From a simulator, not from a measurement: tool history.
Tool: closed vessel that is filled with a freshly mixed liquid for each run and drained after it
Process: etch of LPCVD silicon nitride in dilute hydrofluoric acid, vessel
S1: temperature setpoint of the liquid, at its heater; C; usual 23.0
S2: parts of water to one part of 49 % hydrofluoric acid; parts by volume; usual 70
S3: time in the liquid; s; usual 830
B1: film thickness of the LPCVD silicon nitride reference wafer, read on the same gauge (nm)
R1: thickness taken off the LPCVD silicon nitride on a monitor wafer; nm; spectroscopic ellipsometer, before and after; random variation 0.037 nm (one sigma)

Run 1, hour 0.0: usual settings but S1 26.0 C; B1 110.00. Result: R1 5.20 nm.
Run 2, hour 29.9: usual settings but S1 26.0 C; B1 110.00. Result: R1 5.19 nm.
Run 3, hour 57.2: usual settings but S1 26.0 C; B1 110.03. Result: R1 5.12 nm.
Run 4, hour 89.8: usual settings but S3 1195 s; B1 110.00. Result: R1 6.02 nm.
Run 5, hour 102.0: usual settings but S3 1195 s; B1 110.01. Result: R1 6.08 nm.
Run 6, hour 126.0: usual settings; B1 110.01. Result: R1 4.22 nm.
Run 7, hour 159.1: usual settings; B1 110.02. Result: R1 4.16 nm.
Run 8, hour 182.6: usual settings; B1 110.01. Result: R1 4.17 nm.
Run 9, hour 203.0: usual settings but S3 630 s; B1 110.01. Result: R1 3.19 nm.
Run 10, hour 218.2: usual settings but S3 630 s; B1 110.00. Result: R1 3.18 nm.
Run 11, hour 250.4: usual settings but S3 630 s; B1 109.98. Result: R1 3.13 nm.
Run 12, hour 268.9: usual settings but S2 60 parts by volume, S3 605 s; B1 109.99. Result: R1 3.50 nm.
Run 13, hour 296.1: usual settings but S3 540 s; B1 110.03. Result: R1 2.65 nm.
Run 14, hour 316.2: usual settings but S1 19.0 C, S2 85 parts by volume, S3 1050 s; B1 110.00. Result: R1 3.27 nm.
Run 15, hour 346.0: usual settings but S1 18.5 C, S2 90 parts by volume, S3 350 s; B1 109.99. Result: R1 0.99 nm.
Run 16, hour 371.6: usual settings but S3 475 s; B1 110.00. Result: R1 2.34 nm.
At hour 380.4: gauge calibrated.
At hour 389.7: hydrofluoric acid flow meter replaced.
Run 17, hour 397.3: usual settings but S2 95 parts by volume, S3 1320 s; B1 110.02. Result: R1 5.43 nm.
At hour 423.5: thermometer replaced.
Run 18, hour 429.9: usual settings but S3 540 s; B1 109.99. Result: R1 3.20 nm.
Run 19, hour 447.7: usual settings but S1 28.0 C, S2 95 parts by volume, S3 1290 s; B1 109.98. Result: R1 7.79 nm.
Run 20, hour 475.3: usual settings; B1 109.98. Result: R1 4.86 nm.
Run 21, hour 488.9: usual settings but S1 27.0 C, S2 100 parts by volume, S3 1080 s; B1 110.02. Result: R1 5.83 nm.
Run 22, hour 503.2: usual settings but S1 20.0 C, S2 55 parts by volume; B1 109.99. Result: R1 4.98 nm.
Run 23, hour 535.4: usual settings; B1 109.99. Result: R1 4.82 nm.
Run 24, hour 554.0: usual settings; B1 109.97. Result: R1 4.78 nm.

3 ways to go on from here, each from the tool as it stands after run 24. What would each give?
Run A, hour 554.9: usual settings; B1 ?. Result: R1 ?.
Run B, hour 554.9: usual settings but S1 25.5 C, S2 60 parts by volume, S3 480 s; B1 ?. Result: R1 ?.
Run C, hour 554.9: usual settings but S3 1125 s; B1 ?. Result: R1 ?.

run      B1    R1
  A  110.01  4.79
  B  110.01  3.81
  C  110.01  6.49
Without the tool's hidden state the same runs would have given:
run    R1
  A  5.03
  B  4.00
  C  6.82

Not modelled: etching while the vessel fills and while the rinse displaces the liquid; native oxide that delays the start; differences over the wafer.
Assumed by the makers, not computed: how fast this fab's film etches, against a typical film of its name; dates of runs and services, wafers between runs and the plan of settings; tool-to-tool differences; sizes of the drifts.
